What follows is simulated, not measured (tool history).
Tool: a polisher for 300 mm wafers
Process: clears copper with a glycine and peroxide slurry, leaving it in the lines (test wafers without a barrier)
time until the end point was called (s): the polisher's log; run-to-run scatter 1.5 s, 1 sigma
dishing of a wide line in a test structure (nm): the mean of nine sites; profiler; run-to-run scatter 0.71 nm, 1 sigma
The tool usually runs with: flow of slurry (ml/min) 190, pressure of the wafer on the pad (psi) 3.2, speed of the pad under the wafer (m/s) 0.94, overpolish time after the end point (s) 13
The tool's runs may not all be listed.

run   hour  flow of slurry (ml/min)  pressure of the wafer on the pad (psi)  speed of the pad under the wafer (m/s)  overpolish time after the end point (s)  wafers since the last listed run  wafers polished on this pad  hours since the slurry nozzle was cleaned  hours since the head pressure was calibrated  incoming thickness of the incoming film, nm  time until the end point was called (s)  dishing of a wide line in a test structure (nm)
  1    0.0                      190                                     3.2                                    0.94                                       13                                 0                          300                                      695.8                                         586.8                                        533.1                                     79.3                                             46.4
  2    9.5                      190                                     3.2                                    0.94                                       13                                81                          382                                      705.3                                         596.3                                        538.4                                     77.6                                             46.1
  3   24.6                      190                                     3.2                                    0.94                                       18                               130                          513                                      720.4                                         611.4                                        539.6                                     79.3                                             56.5
  4   34.6                      230                                     3.2                                    0.94                                       13                                86                          599                                      730.4                                         621.4                                        534.4                                     76.7                                             47.5
  5   52.1                      190                                     3.2                                    0.94                                       13                               150                          750                                      747.9                                         638.9                                        530.5                                     77.9                                             46.1
  6   64.6                      190                                     3.2                                    0.94                                       13                               107                          857                                      760.4                                         651.4                                        533.6                                     80.8                                             45.3
  7   73.7                      190                                     3.2                                    0.94                                       13                                78                          936                                      769.5                                         660.5                                        537.0                                     82.9                                             46.1
      77.9  -- worn pad replaced by a new one
  8   85.2                      190                                     4.1                                    0.94                                       13                                64                           62                                      781.0                                         672.0                                        526.0                                     70.4                                             49.1
  9   93.0                      190                                     4.1                                    0.94                                       13                                67                          130                                      788.8                                         679.8                                        528.8                                     71.6                                             49.7
 10  103.8                      190                                     3.9                                    0.94                                       13                                93                          223                                      799.6                                         690.6                                        518.7                                     75.9                                             47.4
 11  111.8                      190                                     3.2                                    1.24                                       13                                68                          292                                      807.6                                         698.6                                        526.7                                     70.0                                             49.7
     117.4  -- slurry nozzle cleaned
 12  118.3                      190                                     3.2                                    0.94                                       13                                47                          339                                        0.9                                         705.1                                        526.8                                     88.6                                             43.6
     126.7  -- worn pad replaced by a new one, repeated, since the last time left the tool worse
     129.2  -- head pressure recalibrated
 13  136.2                      190                                     2.7                                    0.80                                       13                               102                           64                                       18.8                                           7.0                                        537.6                                     99.6                                             40.6
 14  143.5                      130                                     3.5                                    1.10                                        8                                62                          127                                       26.1                                          14.3                                        528.8                                     68.3                                             35.5
 15  155.4                      190                                     2.4                                    0.94                                       13                               102                          230                                       38.0                                          26.2                                        528.6                                     95.6                                             39.6
 16  170.9                      190                                     3.2                                    0.94                                       13                               133                          364                                       53.5                                          41.7                                        539.0                                     78.9                                             47.5
 17  184.2                      220                                     2.3                                    0.64                                       13                               114                          478                                       66.8                                          55.0                                        537.2                                    134.7                                             32.0
 18  190.8                      190                                     4.2                                    0.94                                       13                                56                          535                                       73.4                                          61.6                                        537.3                                     64.3                                             53.5
 19  199.9                      190                                     3.2                                    0.94                                       17                                78                          613                                       82.5                                          70.7                                        525.0                                     80.1                                             55.8
 20  213.6                      155                                     3.2                                    0.94                                       17                               118                          732                                       96.2                                          84.4                                        532.2                                     84.1                                             55.2

Pick out some run-to-run changes in time until the end point was called (s). Of each, how much would a tool without hidden state show as well, from the settings, what came in and chance, and how much is left for the hidden state and any gauge scatter not in both results compared?
Hidden conditions of the tool in this case: removal rate lost through wear of the pad, %; slurry flow missing at the pad, %; deviation of the head's pressure from its setpoint, %.
Run 7 -> 8: pressure of the wafer on the pad (psi) 3.2 -> 4.1, worn pad replaced by a new one. time until the end point was called (s) -12.5: hidden state +3.4, all else -15.9.
Run 12 -> 13: pressure of the wafer on the pad (psi) 3.2 -> 2.7, speed of the pad under the wafer (m/s) 0.94 -> 0.80, worn pad replaced by a new one, repeated, since the last time left the tool worse, head pressure recalibrated. time until the end point was called (s) +11.0: hidden state -11.9, all else +22.9.
Run 16 -> 17: flow of slurry (ml/min) 190 -> 220, pressure of the wafer on the pad (psi) 3.2 -> 2.3, speed of the pad under the wafer (m/s) 0.94 -> 0.64. time until the end point was called (s) +55.8: hidden state +3.1, all else +52.7.
Run 17 -> 18: flow of slurry (ml/min) 220 -> 190, pressure of the wafer on the pad (psi) 2.3 -> 4.2, speed of the pad under the wafer (m/s) 0.64 -> 0.94. time until the end point was called (s) -70.4: hidden state -2.9, all else -67.5.

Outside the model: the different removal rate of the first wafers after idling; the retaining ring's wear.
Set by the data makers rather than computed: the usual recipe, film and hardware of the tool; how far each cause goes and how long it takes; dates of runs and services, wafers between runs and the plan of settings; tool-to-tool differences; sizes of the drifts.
